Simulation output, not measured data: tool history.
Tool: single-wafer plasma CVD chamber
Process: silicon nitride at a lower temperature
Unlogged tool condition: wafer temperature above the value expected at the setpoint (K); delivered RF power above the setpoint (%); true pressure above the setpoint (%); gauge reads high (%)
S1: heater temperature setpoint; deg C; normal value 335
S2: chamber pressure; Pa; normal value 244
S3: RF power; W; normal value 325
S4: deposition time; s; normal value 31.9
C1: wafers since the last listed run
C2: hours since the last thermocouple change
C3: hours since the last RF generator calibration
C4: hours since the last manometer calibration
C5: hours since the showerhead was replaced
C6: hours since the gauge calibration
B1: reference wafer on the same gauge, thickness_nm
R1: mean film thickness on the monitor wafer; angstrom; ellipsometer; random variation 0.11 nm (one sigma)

| run | hour | S1 | S2 | S3 | S4 | C1 | C2 | C3 | C4 | C5 | C6 | B1 | R1 |
|---|---|---|---|---|---|---|---|---|---|---|---|---|---|
| 1 | 0.0 | 335 | 244 | 325 | 31.9 | 0 | 852.5 | 1220.6 | 826.0 | 7518.0 | 1173.9 | 40.405 | 406.89 |
|  | 56.7 | RF generator calibrated |
| 2 | 57.2 | 335 | 244 | 325 | 31.9 | 1258 | 909.7 | 0.5 | 883.2 | 7575.2 | 1231.1 | 40.421 | 413.65 |
| 3 | 82.8 | 335 | 244 | 325 | 31.9 | 654 | 935.3 | 26.1 | 908.8 | 7600.8 | 1256.7 | 40.401 | 410.95 |
|  | 97.5 | capacitance manometer re-zeroed and calibrated |
| 4 | 124.3 | 335 | 244 | 325 | 31.9 | 856 | 976.8 | 67.6 | 26.8 | 7642.3 | 1298.2 | 40.370 | 411.62 |
|  | 170.6 | thermocouple changed; heater temperature recalibrated |
| 5 | 182.8 | 335 | 244 | 285 | 31.9 | 1291 | 12.2 | 126.1 | 85.3 | 7700.8 | 1356.7 | 40.382 | 382.86 |
| 6 | 239.4 | 335 | 244 | 285 | 31.9 | 1447 | 68.8 | 182.7 | 141.9 | 7757.4 | 1413.3 | 40.391 | 379.68 |
| 7 | 301.6 | 335 | 280 | 325 | 31.9 | 1590 | 131.0 | 244.9 | 204.1 | 7819.6 | 1475.5 | 40.429 | 422.85 |
| 8 | 339.9 | 348 | 265 | 325 | 28.7 | 979 | 169.3 | 283.2 | 242.4 | 7857.9 | 1513.8 | 40.384 | 373.84 |
| 9 | 401.8 | 327 | 208 | 325 | 31.9 | 1583 | 231.2 | 345.1 | 304.3 | 7919.8 | 1575.7 | 40.347 | 399.90 |
| 10 | 426.5 | 335 | 244 | 325 | 31.9 | 631 | 255.9 | 369.8 | 329.0 | 7944.5 | 1600.4 | 40.417 | 409.85 |
| 11 | 457.3 | 335 | 244 | 325 | 31.9 | 787 | 286.7 | 400.6 | 359.8 | 7975.3 | 1631.2 | 40.436 | 409.31 |
| 12 | 489.8 | 326 | 304 | 285 | 31.9 | 831 | 319.2 | 433.1 | 392.3 | 8007.8 | 1663.7 | 40.420 | 397.71 |
| 13 | 555.8 | 335 | 189 | 325 | 31.9 | 1687 | 385.2 | 499.1 | 458.3 | 8073.8 | 1729.7 | 40.399 | 391.56 |
| 14 | 586.2 | 335 | 244 | 325 | 31.9 | 777 | 415.6 | 529.5 | 488.7 | 8104.2 | 1760.1 | 40.405 | 410.10 |
| 15 | 621.2 | 345 | 301 | 325 | 31.9 | 895 | 450.6 | 564.5 | 523.7 | 8139.2 | 1795.1 | 40.418 | 423.11 |
| 16 | 698.9 | 346 | 244 | 325 | 27.3 | 1987 | 528.3 | 642.2 | 601.4 | 8216.9 | 1872.8 | 40.394 | 348.87 |
|  | 711.9 | gauge calibrated |
| 17 | 729.3 | 335 | 244 | 325 | 31.9 | 777 | 558.7 | 672.6 | 631.8 | 8247.3 | 17.4 | 40.409 | 410.65 |
|  | 747.8 | showerhead replaced |
| 18 | 771.0 | 345 | 281 | 360 | 31.9 | 861 | 600.4 | 714.3 | 673.5 | 23.2 | 59.1 | 40.421 | 445.05 |
| 19 | 814.4 | 335 | 244 | 325 | 31.9 | 1109 | 643.8 | 757.7 | 716.9 | 66.6 | 102.5 | 40.447 | 409.73 |
| 20 | 840.3 | 335 | 244 | 325 | 31.9 | 662 | 669.7 | 783.6 | 742.8 | 92.5 | 128.4 | 40.393 | 409.72 |
| 21 | 886.8 | 335 | 244 | 325 | 26.4 | 1189 | 716.2 | 830.1 | 789.3 | 139.0 | 174.9 | 40.408 | 339.65 |
| 22 | 953.7 | 345 | 281 | 360 | 31.9 | 1710 | 783.1 | 897.0 | 856.2 | 205.9 | 241.8 | 40.414 | 443.27 |
|  | 964.8 | capacitance manometer re-zeroed and calibrated |
| 23 | 992.7 | 349 | 189 | 300 | 36.5 | 792 | 822.1 | 936.0 | 27.9 | 244.9 | 280.8 | 40.402 | 420.92 |
| 24 | 1060.8 | 335 | 244 | 325 | 31.9 | 1741 | 890.2 | 1004.1 | 96.0 | 313.0 | 348.9 | 40.366 | 408.44 |
|  | 1102.5 | thermocouple changed; heater temperature recalibrated |
| 25 | 1103.0 | 322 | 184 | 390 | 28.0 | 874 | 0.5 | 1046.3 | 138.2 | 355.2 | 391.1 | 40.415 | 382.06 |
| 26 | 1173.1 | 335 | 260 | 280 | 31.9 | 1792 | 70.6 | 1116.4 | 208.3 | 425.3 | 461.2 | 40.406 | 374.47 |
| 27 | 1303.8 | 335 | 244 | 375 | 37.7 | 3342 | 201.3 | 1247.1 | 339.0 | 556.0 | 591.9 | 40.356 | 520.89 |
| 28 | 1343.4 | 335 | 244 | 325 | 31.9 | 1012 | 240.9 | 1286.7 | 378.6 | 595.6 | 631.5 | 40.413 | 406.59 |
| 29 | 1415.0 | 335 | 224 | 355 | 28.0 | 1831 | 312.5 | 1358.3 | 450.2 | 667.2 | 703.1 | 40.408 | 370.41 |

Table of differences, measured result less the result of that run with no hidden state. Run-to-run variation is the same in both. Gauge scatter possibly is not:
| run | R1 |
|---|---|
| 1 | -8.90 |
| 2 | -0.66 |
| 3 | -0.83 |
| 4 | -1.11 |
| 5 | -1.43 |
| 6 | -1.77 |
| 7 | -2.35 |
| 8 | -2.32 |
| 9 | -2.88 |
| 10 | -3.12 |
| 11 | -3.32 |
| 12 | -3.53 |
| 13 | -3.81 |
| 14 | -4.20 |
| 15 | -4.57 |
| 16 | -4.22 |
| 17 | -5.18 |
| 18 | -5.68 |
| 19 | -5.74 |
| 20 | -5.93 |
| 21 | -5.17 |
| 22 | -6.97 |
| 23 | -7.30 |
| 24 | -7.42 |
| 25 | -6.93 |
| 26 | -7.72 |
| 27 | -11.14 |
| 28 | -9.33 |
| 29 | -8.60 |
